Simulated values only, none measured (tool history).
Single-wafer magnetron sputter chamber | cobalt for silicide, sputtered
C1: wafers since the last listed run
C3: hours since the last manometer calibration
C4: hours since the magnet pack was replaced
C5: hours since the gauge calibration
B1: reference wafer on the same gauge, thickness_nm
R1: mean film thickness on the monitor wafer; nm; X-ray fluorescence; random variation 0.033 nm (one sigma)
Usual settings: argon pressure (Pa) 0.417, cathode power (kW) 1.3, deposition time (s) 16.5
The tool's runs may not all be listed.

{"run": 1, "hour": 0.0, "argon pressure (Pa)": 0.417, "cathode power (kW)": 1.3, "deposition time (s)": 16.5, "C1": 0, "wafers on the sputter target": 5, "C3": 2243.5, "C4": 4520.4, "C5": 276.6, "B1": 11.492, "R1": 10.109}
{"run": 2, "hour": 28.2, "argon pressure (Pa)": 0.417, "cathode power (kW)": 1.3, "deposition time (s)": 16.5, "C1": 814, "wafers on the sputter target": 820, "C3": 2271.7, "C4": 4548.6, "C5": 304.8, "B1": 11.489, "R1": 10.143}
{"run": 3, "hour": 59.7, "argon pressure (Pa)": 0.417, "cathode power (kW)": 1.3, "deposition time (s)": 16.5, "C1": 909, "wafers on the sputter target": 1729, "C3": 2303.2, "C4": 4580.1, "C5": 336.3, "B1": 11.491, "R1": 10.1}
{"run": 4, "hour": 75.3, "argon pressure (Pa)": 0.417, "cathode power (kW)": 1.3, "deposition time (s)": 14.5, "C1": 450, "wafers on the sputter target": 2180, "C3": 2318.8, "C4": 4595.7, "C5": 351.9, "B1": 11.479, "R1": 8.826}
{"run": 5, "hour": 107.1, "argon pressure (Pa)": 0.417, "cathode power (kW)": 1.3, "deposition time (s)": 16.5, "C1": 918, "wafers on the sputter target": 3098, "C3": 2350.6, "C4": 4627.5, "C5": 383.7, "B1": 11.49, "R1": 10.052}
{"run": 6, "hour": 138.2, "argon pressure (Pa)": 0.417, "cathode power (kW)": 1.3, "deposition time (s)": 16.5, "C1": 898, "wafers on the sputter target": 3996, "C3": 2381.7, "C4": 4658.6, "C5": 414.8, "B1": 11.507, "R1": 9.934}
{"hour": 152.0, "done": "sputter target and shields replaced"}
{"run": 7, "hour": 171.4, "argon pressure (Pa)": 0.417, "cathode power (kW)": 1.3, "deposition time (s)": 16.5, "C1": 727, "wafers on the sputter target": 561, "C3": 2414.9, "C4": 4691.8, "C5": 448, "B1": 11.509, "R1": 10.095}
{"hour": 182.6, "done": "magnet pack replaced"}
{"run": 8, "hour": 192.3, "argon pressure (Pa)": 0.417, "cathode power (kW)": 1.5, "deposition time (s)": 16.5, "C1": 372, "wafers on the sputter target": 933, "C3": 2435.8, "C4": 9.7, "C5": 468.9, "B1": 11.484, "R1": 11.724}
{"hour": 202.2, "done": "capacitance manometer re-zeroed and calibrated"}
{"run": 9, "hour": 205.6, "argon pressure (Pa)": 0.417, "cathode power (kW)": 1.3, "deposition time (s)": 16.5, "C1": 153, "wafers on the sputter target": 1086, "C3": 3.4, "C4": 23, "C5": 482.2, "B1": 11.501, "R1": 10.102}
{"run": 10, "hour": 225.2, "argon pressure (Pa)": 0.354, "cathode power (kW)": 1.4, "deposition time (s)": 18, "C1": 566, "wafers on the sputter target": 1652, "C3": 23, "C4": 42.6, "C5": 501.8, "B1": 11.493, "R1": 12.011}
{"run": 11, "hour": 240.4, "argon pressure (Pa)": 0.417, "cathode power (kW)": 1.6, "deposition time (s)": 18.1, "C1": 438, "wafers on the sputter target": 2091, "C3": 38.2, "C4": 57.8, "C5": 517, "B1": 11.496, "R1": 13.612}
{"run": 12, "hour": 273.4, "argon pressure (Pa)": 0.417, "cathode power (kW)": 1.3, "deposition time (s)": 14.5, "C1": 952, "wafers on the sputter target": 3044, "C3": 71.2, "C4": 90.8, "C5": 550, "B1": 11.504, "R1": 8.774}
{"hour": 285.9, "done": "gauge calibrated"}
{"run": 13, "hour": 287.9, "argon pressure (Pa)": 0.573, "cathode power (kW)": 1.55, "deposition time (s)": 18.6, "C1": 418, "wafers on the sputter target": 3463, "C3": 85.7, "C4": 105.3, "C5": 2, "B1": 11.501, "R1": 12.863}
{"hour": 300.1, "done": "sputter target and shields replaced"}
{"run": 14, "hour": 315.5, "argon pressure (Pa)": 0.489, "cathode power (kW)": 1.6, "deposition time (s)": 14, "C1": 566, "wafers on the sputter target": 445, "C3": 113.3, "C4": 132.9, "C5": 29.6, "B1": 11.494, "R1": 10.428}
{"run": 15, "hour": 329.9, "argon pressure (Pa)": 0.417, "cathode power (kW)": 1.3, "deposition time (s)": 16.5, "C1": 415, "wafers on the sputter target": 861, "C3": 127.7, "C4": 147.3, "C5": 44, "B1": 11.498, "R1": 10.152}
{"run": 16, "hour": 364.9, "argon pressure (Pa)": 0.502, "cathode power (kW)": 1.15, "deposition time (s)": 18, "C1": 1010, "wafers on the sputter target": 1871, "C3": 162.7, "C4": 182.3, "C5": 79, "B1": 11.491, "R1": 9.599}
{"run": 17, "hour": 395.3, "argon pressure (Pa)": 0.292, "cathode power (kW)": 1.3, "deposition time (s)": 16.5, "C1": 877, "wafers on the sputter target": 2749, "C3": 193.1, "C4": 212.7, "C5": 109.4, "B1": 11.489, "R1": 10.369}
{"run": 18, "hour": 408.3, "argon pressure (Pa)": 0.417, "cathode power (kW)": 1, "deposition time (s)": 16.5, "C1": 375, "wafers on the sputter target": 3125, "C3": 206.1, "C4": 225.7, "C5": 122.4, "B1": 11.492, "R1": 7.705}
{"run": 19, "hour": 442.6, "argon pressure (Pa)": 0.252, "cathode power (kW)": 1.3, "deposition time (s)": 18.9, "C1": 990, "wafers on the sputter target": 4115, "C3": 240.4, "C4": 260, "C5": 156.7, "B1": 11.484, "R1": 11.717}

Measured less the same run without the tool's hidden state. The same run-to-run variation is in both; the gauge's scatter may not be:
The hidden state here: deposition rate above that of a new target (%); true argon pressure above the setpoint (%); gauge reads high (%).
run=1 R1=-0.01
run=2 R1=-0.018
run=3 R1=-0.043
run=4 R1=-0.055
run=5 R1=-0.117
run=6 R1=-0.187
run=7 R1=-0.014
run=8 R1=-0.031
run=9 R1=-0.038
run=10 R1=-0.072
run=11 R1=-0.113
run=12 R1=-0.129
run=13 R1=-0.235
run=14 R1=-0.018
run=15 R1=-0.023
run=16 R1=-0.051
run=17 R1=-0.102
run=18 R1=-0.094
run=19 R1=-0.239
